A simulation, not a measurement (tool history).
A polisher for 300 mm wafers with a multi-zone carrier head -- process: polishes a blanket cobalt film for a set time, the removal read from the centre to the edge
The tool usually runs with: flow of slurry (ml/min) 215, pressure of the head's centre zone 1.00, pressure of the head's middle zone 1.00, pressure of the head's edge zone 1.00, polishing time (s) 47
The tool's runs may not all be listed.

run    hour  flow of slurry (ml/min)  pressure of the head's centre zone  pressure of the head's middle zone  pressure of the head's edge zone  polishing time (s)  wafers since the last listed run  wafers polished on this pad  hours since the slurry nozzle was cleaned  hours since the centre zone pressure was calibrated  hours since the edge zone pressure was calibrated  hours since the carrier head's membrane was replaced  incoming thickness of the incoming film, nm  film removed at the wafer's centre (Å)  film removed at mid-radius (Å)  film removed at the wafer's edge (Å)
  1     0.0                      215                                1.00                                0.94                              1.10                  47                                 0                         3536                                      445.3                                                631.7                                              144.7                                                 478.2                                        721.8                                    2851                            2657                                  2970
  2    48.9                      215                                1.00                                1.00                              1.00                  47                               429                         3965                                      494.2                                                680.6                                              193.6                                                 527.1                                        723.9                                    2865                            2782                                  2822
       97.6  -- slurry nozzle cleaned
  3   147.0                      215                                1.00                                1.00                              1.00                  47                               852                         4818                                       49.4                                                778.7                                              291.7                                                 625.2                                        707.1                                    3144                            3004                                  2964
      226.5  -- worn pad replaced by a new one
  4   242.9                      245                                1.00                                1.00                              1.00                  47                               807                          143                                      145.3                                                874.6                                              387.6                                                 721.1                                        714.9                                    3112                            2962                                  2891
  5   322.8                      255                                0.92                                1.10                              1.00                  59                               701                          845                                      225.2                                                954.5                                              467.5                                                 801.0                                        716.1                                    3574                            3990                                  3716
  6   429.8                      215                                1.00                                1.00                              1.00                  47                               939                         1785                                      332.2                                               1061.5                                              574.5                                                 908.0                                        710.9                                    2933                            2879                                  2835
  7   482.1                      215                                1.00                                1.00                              1.00                  47                               459                         2244                                      384.5                                               1113.8                                              626.8                                                 960.3                                        715.2                                    2962                            2814                                  2805
      494.8  -- edge zone pressure recalibrated
  8   540.3                      215                                1.06                                0.89                              1.00                  47                               493                         2737                                      442.7                                               1172.0                                               45.5                                                1018.5                                        704.0                                    3190                            2507                                  2835
  9   624.8                      215                                1.10                                1.00                              1.09                  47                               742                         3480                                      527.2                                               1256.5                                              130.0                                                1103.0                                        714.3                                    3205                            2767                                  2974
 10   688.8                      215                                0.91                                1.07                              1.07                  47                               562                         4042                                      591.2                                               1320.5                                              194.0                                                1167.0                                        719.2                                    2683                            2948                                  2911
      758.7  -- slurry nozzle cleaned
 11   773.8                      215                                1.00                                0.90                              1.06                  60                               737                         4779                                       15.1                                               1405.5                                              279.0                                                1252.0                                        728.4                                    4055                            3436                                  3899
 12   815.5                      270                                1.07                                1.00                              0.93                  47                               366                         5145                                       56.8                                               1447.2                                              320.7                                                1293.7                                        712.9                                    3486                            2989                                  2890
      869.2  -- worn pad replaced by a new one
      880.9  -- centre zone pressure recalibrated
      898.1  -- carrier head's membrane replaced by a new one
 13   918.4                      215                                1.00                                1.00                              1.00                  55                               807                          370                                      159.7                                                 37.5                                              423.6                                                  20.3                                        720.5                                    3394                            3366                                  3330
 14   970.8                      215                                1.00                                1.00                              1.04                  61                               460                          830                                      212.1                                                 89.9                                              476.0                                                  72.7                                        735.5                                    3787                            3659                                  3794
 15  1031.2                      215                                0.94                                1.00                              1.07                  47                               530                         1361                                      272.5                                                150.3                                              536.4                                                 133.1                                        717.7                                    2707                            2800                                  2988
 16  1111.6                      215                                1.00                                1.00                              1.00                  47                               706                         2067                                      352.9                                                230.7                                              616.8                                                 213.5                                        712.1                                    2856                            2797                                  2840
 17  1193.0                      280                                1.00                                1.00                              0.92                  47                               714                         2782                                      434.3                                                312.1                                              698.2                                                 294.9                                        727.2                                    2892                            2930                                  2760
     1212.5  -- edge zone pressure recalibrated
 18  1240.3                      290                                1.06                                0.91                              1.00                  59                               397                         3180                                      481.6                                                359.4                                               27.8                                                 342.2                                        709.6                                    3931                            3375                                  3681
 19  1345.2                      215                                1.00                                1.00                              1.00                  47                               921                         4101                                      586.5                                                464.3                                              132.7                                                 447.1                                        709.6                                    2836                            2782                                  2790
 20  1391.0                      215                                0.92                                1.00                              1.00                  47                               402                         4503                                      632.3                                                510.1                                              178.5                                                 492.9                                        723.5                                    2556                            2769                                  2811
     1416.7  -- slurry nozzle cleaned
 21  1449.1                      150                                1.00                                0.97                              1.00                  47                               501                         5005                                       32.4                                                568.2                                              236.6                                                 551.0                                        720.8                                    2925                            2743                                  2845
 22  1533.7                      215                                0.91                                0.90                              1.07                  38                               742                         5748                                      117.0                                                652.8                                              321.2                                                 635.6                                        720.6                                    2260                            2153                                  2458

Forecast each of these 4 alternatives for the next run:
  A  1534.1                      215                                1.00                                1.00                              1.00                  47                                 3                         5751                                      117.4                                                653.2                                              321.6                                                 636.0                                        726.5                                       ?                               ?                                     ?
  B  1534.1                      145                                1.00                                0.96                              1.06                  37                                 3                         5751                                      117.4                                                653.2                                              321.6                                                 636.0                                        726.5                                       ?                               ?                                     ?
  C  1534.1                      290                                1.00                                1.00                              1.04                  47                                 3                         5751                                      117.4                                                653.2                                              321.6                                                 636.0                                        726.5                                       ?                               ?                                     ?
  D  1534.1                      215                                1.00                                0.96                              1.07                  47                                 3                         5751                                      117.4                                                653.2                                              321.6                                                 636.0                                        726.5                                       ?                               ?                                     ?

run  film removed at the wafer's centre (Å)  film removed at mid-radius (Å)  film removed at the wafer's edge (Å)
  A                                    3024                            2905                                  2914
  B                                    2218                            2076                                  2259
  C                                    3152                            3014                                  3053
  D                                    3023                            2806                                  3014
Without the tool's unlogged condition, the same runs would have read:
run  film removed at the wafer's centre (Å)  film removed at mid-radius (Å)  film removed at the wafer's edge (Å)
  A                                    3035                            2981                                  2970
  B                                    2252                            2152                                  2317
  C                                    3142                            3075                                  3099
  D                                    3034                            2880                                  3072
